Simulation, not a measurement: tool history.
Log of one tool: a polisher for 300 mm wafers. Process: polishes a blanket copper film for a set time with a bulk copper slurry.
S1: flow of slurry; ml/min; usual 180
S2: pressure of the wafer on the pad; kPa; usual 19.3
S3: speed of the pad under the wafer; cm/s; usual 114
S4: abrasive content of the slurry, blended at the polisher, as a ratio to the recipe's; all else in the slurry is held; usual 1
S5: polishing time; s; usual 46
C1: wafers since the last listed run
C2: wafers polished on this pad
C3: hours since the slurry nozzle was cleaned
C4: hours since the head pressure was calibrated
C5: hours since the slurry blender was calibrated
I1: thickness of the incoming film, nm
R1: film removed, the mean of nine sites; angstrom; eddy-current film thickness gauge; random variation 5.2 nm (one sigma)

run     day   S1    S2   S3    S4  S5   C1    C2     C3     C4     C5      I1    R1
  1       0  180  19.3  114     1  46    0   991   22.6  256.8   37.4  2287.6  4388
  2   1.471  180  19.3  114     1  46  348  1340   57.9  292.1   72.7  2266.3  4292
  3   2.642  180  19.3  114     1  46  277  1617     86  320.2  100.8  2276.4  4381
  4   3.871  180  19.3  114     1  46  291  1909  115.5  349.7  130.3  2277.1  4261
      4.175  -- worn pad replaced by a new one
  5   4.583  180  19.3  114     1  46  129    97  132.6  366.8  147.4  2271.4  4409
  6   5.688  115  19.3  114     1  46  261   359  159.1  393.3  173.9  2295.7  4188
  7   6.804  180  19.3  114   0.9  46  264   623  185.9  420.1  200.7  2319.6  4360
  8   7.962  155  13.8   76     1  46  274   898  213.7  447.9  228.5  2273.9  2121
      8.354  -- head pressure recalibrated
      8.462  -- slurry nozzle cleaned
  9   8.679  180  19.3  114     1  46  140  1038    5.2    7.8  245.7  2269.3  4237
 10  10.071  180  19.3  114  0.85  46  330  1369   38.6   41.2  279.1  2340.6  4158
 11    10.9  180  19.3  114     1  46  196  1565   58.5   61.1    299  2265.1  4379
 12  12.308  180  19.3   84     1  37  334  1899   92.3   94.9  332.8  2287.6  2571
     13.179  -- worn pad replaced by a new one
 13    13.2  135  12.4  114   0.8  33  171     5  113.7  116.3  354.2  2306.7  1839
 14    14.2  180  25.5  114     1  61  237   242  137.7  140.3  378.2  2294.5  7600
 15  15.042  180  15.9  114   1.1  46  199   442  157.9  160.5  398.4  2250.5  3702
     15.783  -- slurry blender recalibrated
 16  16.162  180  24.8   90  1.15  51  246   688  184.8  187.4    9.1  2299.1  5105
 17  17.062  180  14.5  144     1  46  213   901  206.4    209   30.7  2299.2  4155
 18  17.958  240  19.3  150     1  42  212  1114  227.9  230.5   52.2  2318.7  5567
     18.346  -- slurry nozzle cleaned
 19    19.1  155  16.5  114   0.8  39  260  1375   18.1  257.9   79.6  2285.9  3018
 20  19.954  125  16.5  114     1  46  202  1577   38.6  278.4  100.1  2312.7  3667
 21  20.788  180  19.3  114     1  46  197  1775   58.6  298.4  120.1  2302.3  4533
 22  21.662  180  19.3  114     1  33  207  1982   79.6  319.4  141.1  2304.5  3272
 23  22.329  180  19.3  148     1  46  158  2140   95.6  335.4  157.1  2297.4  6009
     23.088  -- worn pad replaced by a new one
 24  23.688  115  19.3  114   0.8  46  282   142  128.2    368  189.7    2286  4042
 25  24.242  180  19.3  154     1  46  131   273  141.5  381.3    203  2280.1  6355
 26    25.3  160  15.2  114  0.85  31  251   524  166.9  406.7  228.4  2300.3  2401
 27  26.046  115  19.3  114     1  46  176   701  184.8  424.6  246.3  2281.5  4379
 28  27.096  180  19.3  114     1  46  249   950    210  449.8  271.5  2295.7  4634
      27.45  -- head pressure recalibrated
 29  27.821  180  22.1  114     1  42  152  1102  227.4    8.9  288.9  2298.4  4297

5 ways to go on from here, each from the tool as it stands after run 29. What would each give?
  A  27.838  180  19.3  114     1  46   3  1106  227.8  9.3  289.3  2250.2   ?
  B  27.838  180  19.3   80     1  46   3  1106  227.8  9.3  289.3  2250.2   ?
  C  27.838  120  19.3  114  1.15  46   3  1106  227.8  9.3  289.3  2250.2   ?
  D  27.838  180  19.3  114  1.15  34   3  1106  227.8  9.3  289.3  2250.2   ?
  E  27.838  180  13.1  114     1  35   3  1106  227.8  9.3  289.3  2250.2   ?

run    R1
  A  4149
  B  2912
  C  4017
  D  3165
  E  2142
Without the tool's hidden state the same runs would have given:
run    R1
  A  4240
  B  2975
  C  4105
  D  3234
  E  2189

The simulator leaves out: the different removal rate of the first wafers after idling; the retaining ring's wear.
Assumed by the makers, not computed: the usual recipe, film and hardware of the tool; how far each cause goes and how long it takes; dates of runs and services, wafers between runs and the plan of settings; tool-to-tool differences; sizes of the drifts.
